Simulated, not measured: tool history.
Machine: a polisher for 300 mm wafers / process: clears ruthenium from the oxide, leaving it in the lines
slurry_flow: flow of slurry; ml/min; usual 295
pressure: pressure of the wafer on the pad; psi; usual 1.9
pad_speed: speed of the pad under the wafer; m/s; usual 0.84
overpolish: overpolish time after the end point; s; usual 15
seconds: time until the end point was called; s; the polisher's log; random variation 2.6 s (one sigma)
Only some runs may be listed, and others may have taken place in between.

| run | hour | slurry_flow | pressure | pad_speed | overpolish | wafers since the last listed run | wafers polished on this pad | hours since the slurry nozzle was cleaned | hours since the head pressure was calibrated | incoming thickness of the incoming film, nm | seconds |
|---|---|---|---|---|---|---|---|---|---|---|---|
| 1 | 0.0 | 295 | 1.9 | 0.84 | 10 | 0 | 1231 | 71.8 | 227.4 | 146.3 | 160.3 |
|  | 13.9 | worn pad replaced by a new one |
| 2 | 22.8 | 295 | 1.9 | 0.84 | 10 | 124 | 58 | 94.6 | 250.2 | 145.3 | 159.4 |
| 3 | 53.1 | 295 | 1.6 | 0.84 | 15 | 200 | 259 | 124.9 | 280.5 | 144.7 | 187.3 |
| 4 | 82.7 | 295 | 1.5 | 0.84 | 15 | 195 | 454 | 154.5 | 310.1 | 144.6 | 198.9 |
| 5 | 105.7 | 295 | 1.5 | 0.84 | 15 | 152 | 606 | 177.5 | 333.1 | 144.7 | 195.9 |
| 6 | 133.3 | 295 | 1.9 | 0.84 | 15 | 182 | 789 | 205.1 | 360.7 | 146.8 | 154.8 |
| 7 | 164.0 | 295 | 1.9 | 0.84 | 15 | 202 | 992 | 235.8 | 391.4 | 144.2 | 154.3 |
| 8 | 186.0 | 295 | 1.9 | 0.84 | 15 | 145 | 1137 | 257.8 | 413.4 | 145.8 | 150.6 |
|  | 212.0 | worn pad replaced by a new one |
| 9 | 212.5 | 295 | 1.9 | 0.84 | 15 | 148 | 3 | 284.3 | 439.9 | 145.8 | 150.7 |
| 10 | 243.0 | 295 | 1.9 | 0.84 | 15 | 201 | 204 | 314.8 | 470.4 | 144.9 | 150.2 |
| 11 | 262.3 | 330 | 2.4 | 0.84 | 15 | 127 | 332 | 334.1 | 489.7 | 143.6 | 115.1 |
|  | 268.4 | slurry nozzle cleaned |
| 12 | 339.0 | 330 | 2.4 | 0.84 | 15 | 500 | 832 | 70.6 | 566.4 | 144.6 | 116.8 |
|  | 349.0 | head pressure recalibrated |
| 13 | 369.7 | 295 | 1.7 | 0.84 | 15 | 189 | 1022 | 101.3 | 20.7 | 148.4 | 185.1 |
| 14 | 388.4 | 295 | 1.7 | 0.84 | 15 | 123 | 1146 | 120.0 | 39.4 | 147.6 | 187.8 |
| 15 | 414.6 | 295 | 1.9 | 0.84 | 15 | 173 | 1319 | 146.2 | 65.6 | 144.1 | 167.3 |
|  | 423.1 | worn pad replaced by a new one |
| 16 | 429.8 | 295 | 1.9 | 0.84 | 15 | 74 | 44 | 161.4 | 80.8 | 142.3 | 159.2 |
| 17 | 450.0 | 250 | 1.9 | 0.58 | 8 | 133 | 178 | 181.6 | 101.0 | 144.9 | 238.6 |
| 18 | 476.6 | 360 | 1.9 | 0.54 | 23 | 175 | 353 | 208.2 | 127.6 | 145.2 | 248.3 |
| 19 | 489.7 | 295 | 1.9 | 0.84 | 21 | 86 | 440 | 221.3 | 140.7 | 143.1 | 158.3 |
| 20 | 516.9 | 295 | 1.9 | 0.84 | 15 | 179 | 620 | 248.5 | 167.9 | 144.8 | 163.8 |
| 21 | 542.5 | 295 | 1.9 | 0.84 | 11 | 169 | 789 | 274.1 | 193.5 | 142.1 | 156.3 |
|  | 559.9 | slurry nozzle cleaned |
| 22 | 564.5 | 295 | 1.9 | 0.84 | 15 | 138 | 928 | 4.6 | 215.5 | 143.1 | 165.0 |
| 23 | 593.5 | 330 | 1.9 | 0.84 | 15 | 191 | 1120 | 33.6 | 244.5 | 145.9 | 160.6 |
| 24 | 617.5 | 295 | 1.9 | 0.84 | 12 | 158 | 1278 | 57.6 | 268.5 | 143.8 | 158.4 |
|  | 629.9 | worn pad replaced by a new one |
| 25 | 639.5 | 295 | 1.9 | 0.84 | 15 | 118 | 63 | 79.6 | 290.5 | 147.1 | 161.2 |
| 26 | 655.7 | 295 | 2.1 | 0.84 | 8 | 107 | 170 | 95.8 | 306.7 | 145.3 | 143.6 |
| 27 | 667.7 | 295 | 2.3 | 0.84 | 15 | 79 | 250 | 107.8 | 318.7 | 144.8 | 134.7 |
| 28 | 693.7 | 295 | 1.9 | 0.84 | 15 | 171 | 422 | 133.8 | 344.7 | 144.6 | 156.9 |
| 29 | 717.6 | 270 | 1.9 | 0.84 | 15 | 158 | 580 | 157.7 | 368.6 | 146.5 | 158.0 |
| 30 | 749.1 | 265 | 1.9 | 1.04 | 15 | 208 | 788 | 189.2 | 400.1 | 146.6 | 124.8 |
| 31 | 768.6 | 295 | 1.9 | 0.84 | 15 | 128 | 917 | 208.7 | 419.6 | 144.8 | 151.5 |
| 32 | 788.8 | 295 | 1.9 | 0.84 | 15 | 133 | 1050 | 228.9 | 439.8 | 145.7 | 153.2 |
|  | 794.6 | head pressure recalibrated |
| 33 | 817.2 | 295 | 1.9 | 1.10 | 15 | 174 | 1225 | 257.3 | 22.6 | 145.4 | 123.0 |
|  | 848.9 | worn pad replaced by a new one |
| 34 | 866.8 | 220 | 1.4 | 1.10 | 7 | 301 | 118 | 306.9 | 72.2 | 145.2 | 168.6 |
|  | 879.8 | slurry nozzle cleaned |
| 35 | 902.1 | 295 | 1.9 | 0.96 | 15 | 226 | 345 | 22.3 | 107.5 | 144.6 | 138.8 |
| 36 | 917.1 | 295 | 1.9 | 0.84 | 15 | 99 | 444 | 37.3 | 122.5 | 143.4 | 154.6 |
| 37 | 941.5 | 295 | 1.9 | 0.84 | 15 | 161 | 605 | 61.7 | 146.9 | 147.5 | 156.3 |
| 38 | 974.7 | 240 | 1.9 | 0.84 | 15 | 219 | 825 | 94.9 | 180.1 | 144.4 | 159.3 |

Consider 3 possible next runs. They are alternatives, not a sequence: every one starts from the tool as it was left by run 38. What does each give?
| A | 975.2 | 295 | 1.9 | 0.84 | 15 | 3 | 828 | 95.4 | 180.6 | 145.7 | ? |
| B | 975.2 | 295 | 1.9 | 0.66 | 15 | 3 | 828 | 95.4 | 180.6 | 145.7 | ? |
| C | 975.2 | 335 | 2.1 | 0.76 | 7 | 3 | 828 | 95.4 | 180.6 | 145.7 | ? |

| run | seconds |
|---|---|
| A | 159.4 |
| B | 202.9 |
| C | 158.5 |
Without the tool's hidden state the same runs would have given:
| run | seconds |
|---|---|
| A | 164.7 |
| B | 209.6 |
| C | 163.7 |
